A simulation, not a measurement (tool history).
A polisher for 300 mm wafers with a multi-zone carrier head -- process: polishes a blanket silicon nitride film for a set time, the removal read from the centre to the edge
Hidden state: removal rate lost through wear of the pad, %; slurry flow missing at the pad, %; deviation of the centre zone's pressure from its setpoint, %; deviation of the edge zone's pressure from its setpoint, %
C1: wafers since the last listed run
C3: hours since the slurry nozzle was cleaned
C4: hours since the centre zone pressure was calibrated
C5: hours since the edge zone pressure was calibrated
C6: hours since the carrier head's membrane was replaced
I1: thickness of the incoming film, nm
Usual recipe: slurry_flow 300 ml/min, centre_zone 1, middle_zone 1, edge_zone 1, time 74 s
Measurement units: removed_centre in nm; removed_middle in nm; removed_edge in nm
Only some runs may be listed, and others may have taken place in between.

{"run": 1, "day": 0.0, "slurry_flow": 300, "centre_zone": 1, "middle_zone": 1, "edge_zone": 1, "time": 74, "C1": 0, "wafers polished on this pad": 107, "C3": 595.6, "C4": 1144.2, "C5": 1363.2, "C6": 676.9, "I1": 657.2, "removed_centre": 159.4, "removed_middle": 164.8, "removed_edge": 162.7}
{"run": 2, "day": 0.729, "slurry_flow": 300, "centre_zone": 1, "middle_zone": 1, "edge_zone": 1, "time": 74, "C1": 207, "wafers polished on this pad": 315, "C3": 613.1, "C4": 1161.7, "C5": 1380.7, "C6": 694.4, "I1": 663.6, "removed_centre": 156.2, "removed_middle": 165.9, "removed_edge": 162.7}
{"run": 3, "day": 1.088, "slurry_flow": 300, "centre_zone": 1, "middle_zone": 1, "edge_zone": 1, "time": 74, "C1": 101, "wafers polished on this pad": 417, "C3": 621.7, "C4": 1170.3, "C5": 1389.3, "C6": 703, "I1": 666.7, "removed_centre": 155, "removed_middle": 163.3, "removed_edge": 161.9}
{"run": 4, "day": 1.454, "slurry_flow": 300, "centre_zone": 1, "middle_zone": 1, "edge_zone": 1, "time": 74, "C1": 104, "wafers polished on this pad": 521, "C3": 630.5, "C4": 1179.1, "C5": 1398.1, "C6": 711.8, "I1": 665, "removed_centre": 150.4, "removed_middle": 161.8, "removed_edge": 159.4}
{"run": 5, "day": 2.004, "slurry_flow": 300, "centre_zone": 1, "middle_zone": 1, "edge_zone": 1, "time": 74, "C1": 156, "wafers polished on this pad": 677, "C3": 643.7, "C4": 1192.3, "C5": 1411.3, "C6": 725, "I1": 661.4, "removed_centre": 150.5, "removed_middle": 153.9, "removed_edge": 156.5}
{"run": 6, "day": 2.592, "slurry_flow": 300, "centre_zone": 1, "middle_zone": 1, "edge_zone": 1, "time": 74, "C1": 167, "wafers polished on this pad": 844, "C3": 657.8, "C4": 1206.4, "C5": 1425.4, "C6": 739.1, "I1": 666.8, "removed_centre": 150.6, "removed_middle": 153.9, "removed_edge": 157.1}
{"day": 2.683, "done": "edge zone pressure recalibrated"}
{"day": 3.333, "done": "centre zone pressure recalibrated"}
{"day": 3.375, "done": "carrier head's membrane replaced by a new one"}
{"run": 7, "day": 3.396, "slurry_flow": 300, "centre_zone": 1.12, "middle_zone": 0.92, "edge_zone": 0.94, "time": 50, "C1": 169, "wafers polished on this pad": 1014, "C3": 677.1, "C4": 1.5, "C5": 17.1, "C6": 0.5, "I1": 659.1, "removed_centre": 107, "removed_middle": 93.3, "removed_edge": 98.7}
{"run": 8, "day": 3.683, "slurry_flow": 300, "centre_zone": 1, "middle_zone": 1, "edge_zone": 1, "time": 74, "C1": 81, "wafers polished on this pad": 1095, "C3": 684, "C4": 8.4, "C5": 24, "C6": 7.4, "I1": 646.4, "removed_centre": 138.5, "removed_middle": 146.5, "removed_edge": 147}
{"day": 3.771, "done": "slurry nozzle cleaned"}
{"day": 4.038, "done": "worn pad replaced by a new one"}
{"run": 9, "day": 4.058, "slurry_flow": 300, "centre_zone": 1, "middle_zone": 1, "edge_zone": 0.96, "time": 74, "C1": 47, "wafers polished on this pad": 5, "C3": 6.9, "C4": 17.4, "C5": 33, "C6": 16.4, "I1": 663.5, "removed_centre": 158.6, "removed_middle": 160.8, "removed_edge": 159.3}
{"run": 10, "day": 4.404, "slurry_flow": 300, "centre_zone": 1.04, "middle_zone": 1, "edge_zone": 1, "time": 74, "C1": 98, "wafers polished on this pad": 104, "C3": 15.2, "C4": 25.7, "C5": 41.3, "C6": 24.7, "I1": 653, "removed_centre": 163.8, "removed_middle": 161.4, "removed_edge": 164.6}
{"run": 11, "day": 5.096, "slurry_flow": 300, "centre_zone": 1, "middle_zone": 1, "edge_zone": 1.11, "time": 74, "C1": 196, "wafers polished on this pad": 300, "C3": 31.8, "C4": 42.3, "C5": 57.9, "C6": 41.3, "I1": 664.9, "removed_centre": 159.5, "removed_middle": 163.7, "removed_edge": 166.2}
{"run": 12, "day": 7.004, "slurry_flow": 300, "centre_zone": 1, "middle_zone": 1.07, "edge_zone": 1.1, "time": 74, "C1": 542, "wafers polished on this pad": 843, "C3": 77.6, "C4": 88.1, "C5": 103.7, "C6": 87.1, "I1": 659.6, "removed_centre": 147, "removed_middle": 163.9, "removed_edge": 162}
{"run": 13, "day": 7.304, "slurry_flow": 300, "centre_zone": 1, "middle_zone": 1, "edge_zone": 1, "time": 74, "C1": 85, "wafers polished on this pad": 928, "C3": 84.8, "C4": 95.3, "C5": 110.9, "C6": 94.3, "I1": 670.4, "removed_centre": 148.3, "removed_middle": 151.3, "removed_edge": 151.7}

For run 14, what comes out?
{"run": 14, "day": 7.596, "slurry_flow": 300, "centre_zone": 1.05, "middle_zone": 1.06, "edge_zone": 1.07, "time": 74, "C1": 82, "wafers polished on this pad": 1011, "C3": 91.8, "C4": 102.3, "C5": 117.9, "C6": 101.3, "I1": 660.7, "removed_centre": "?", "removed_middle": "?", "removed_edge": "?"}

removed_centre: 149.7 nm
removed_middle: 156 nm
removed_edge: 157.5 nm
The same run, on a tool lacking any hidden state, would have yielded removed_centre 164.5 nm, removed_middle 171.3 nm, removed_edge 173 nm.

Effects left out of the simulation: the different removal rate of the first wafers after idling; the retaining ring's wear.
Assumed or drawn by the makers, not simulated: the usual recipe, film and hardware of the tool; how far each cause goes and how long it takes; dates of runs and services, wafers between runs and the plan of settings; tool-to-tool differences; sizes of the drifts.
